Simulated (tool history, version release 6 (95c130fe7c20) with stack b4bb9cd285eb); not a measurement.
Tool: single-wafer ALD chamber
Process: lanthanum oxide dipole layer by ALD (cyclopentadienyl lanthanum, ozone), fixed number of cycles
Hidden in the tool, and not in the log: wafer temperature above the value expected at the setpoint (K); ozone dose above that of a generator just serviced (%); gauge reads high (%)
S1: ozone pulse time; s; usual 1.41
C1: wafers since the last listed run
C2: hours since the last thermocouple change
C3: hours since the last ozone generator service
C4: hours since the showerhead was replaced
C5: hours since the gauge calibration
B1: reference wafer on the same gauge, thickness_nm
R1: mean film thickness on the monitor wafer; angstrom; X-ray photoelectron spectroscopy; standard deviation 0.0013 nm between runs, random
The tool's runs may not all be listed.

| run | day | S1 | C1 | C2 | C3 | C4 | C5 | B1 | R1 |
|---|---|---|---|---|---|---|---|---|---|
| 1 | 0.000 | 1.41 | 0 | 1223.5 | 190.7 | 5080.6 | 505.0 | 0.43 | 5.28 |
| 2 | 2.879 | 1.41 | 1664 | 1292.6 | 259.8 | 5149.7 | 574.1 | 0.43 | 5.27 |
| 3 | 5.062 | 1.41 | 1262 | 1345.0 | 312.2 | 5202.1 | 626.5 | 0.43 | 5.22 |
|  | 12.438 | ozone generator serviced |
| 4 | 14.775 | 1.41 | 5421 | 1578.1 | 56.1 | 5435.2 | 859.6 | 0.43 | 5.28 |
| 5 | 17.121 | 1.41 | 1355 | 1634.4 | 112.4 | 5491.5 | 915.9 | 0.43 | 5.30 |
| 6 | 19.138 | 1.06 | 1165 | 1682.8 | 160.8 | 5539.9 | 964.3 | 0.43 | 4.95 |
| 7 | 23.233 | 1.41 | 2367 | 1781.1 | 259.1 | 5638.2 | 1062.6 | 0.43 | 5.25 |
|  | 23.942 | thermocouple changed; heater temperature recalibrated |
| 8 | 25.500 | 1.41 | 1117 | 37.4 | 313.5 | 5692.6 | 1117.0 | 0.43 | 5.23 |
|  | 29.729 | showerhead replaced |
| 9 | 29.812 | 1.80 | 2300 | 140.9 | 417.0 | 2.0 | 1220.5 | 0.43 | 5.39 |
|  | 32.492 | gauge calibrated |
| 10 | 32.617 | 1.88 | 1620 | 208.2 | 484.3 | 69.3 | 3.0 | 0.43 | 5.42 |
|  | 33.275 | ozone generator serviced |
| 11 | 34.438 | 1.07 | 859 | 251.9 | 27.9 | 113.0 | 46.7 | 0.43 | 4.97 |
| 12 | 38.012 | 1.05 | 2066 | 337.7 | 113.7 | 198.8 | 132.5 | 0.43 | 4.95 |
| 13 | 48.367 | 1.01 | 5985 | 586.2 | 362.2 | 447.3 | 381.0 | 0.43 | 4.81 |
| 14 | 52.633 | 1.26 | 2466 | 688.6 | 464.6 | 549.7 | 483.4 | 0.43 | 5.04 |
| 15 | 54.412 | 1.41 | 1028 | 731.3 | 507.3 | 592.4 | 526.1 | 0.43 | 5.17 |
| 16 | 58.033 | 0.98 | 2092 | 818.2 | 594.2 | 679.3 | 613.0 | 0.43 | 4.58 |
|  | 58.517 | ozone generator serviced |
| 17 | 60.425 | 1.41 | 1189 | 875.6 | 45.8 | 736.7 | 670.4 | 0.43 | 5.28 |
| 18 | 62.304 | 1.56 | 1086 | 920.7 | 90.9 | 781.8 | 715.5 | 0.43 | 5.37 |
| 19 | 64.238 | 1.04 | 1117 | 967.1 | 137.3 | 828.2 | 761.9 | 0.43 | 4.93 |

4 ways to go on from here, each from the tool as it stands after run 19. What would each give?
| A | 64.254 | 1.41 | 9 | 967.5 | 137.7 | 828.6 | 762.3 | ? | ? |
| B | 64.254 | 1.20 | 9 | 967.5 | 137.7 | 828.6 | 762.3 | ? | ? |
| C | 64.254 | 1.13 | 9 | 967.5 | 137.7 | 828.6 | 762.3 | ? | ? |
| D | 64.254 | 1.21 | 9 | 967.5 | 137.7 | 828.6 | 762.3 | ? | ? |

| run | B1 | R1 |
|---|---|---|
| A | 0.43 | 5.27 |
| B | 0.43 | 5.11 |
| C | 0.43 | 5.03 |
| D | 0.43 | 5.11 |
Without the tool's unlogged condition, the same runs would have read:
| run | R1 |
|---|---|
| A | 5.29 |
| B | 5.13 |
| C | 5.06 |
| D | 5.14 |
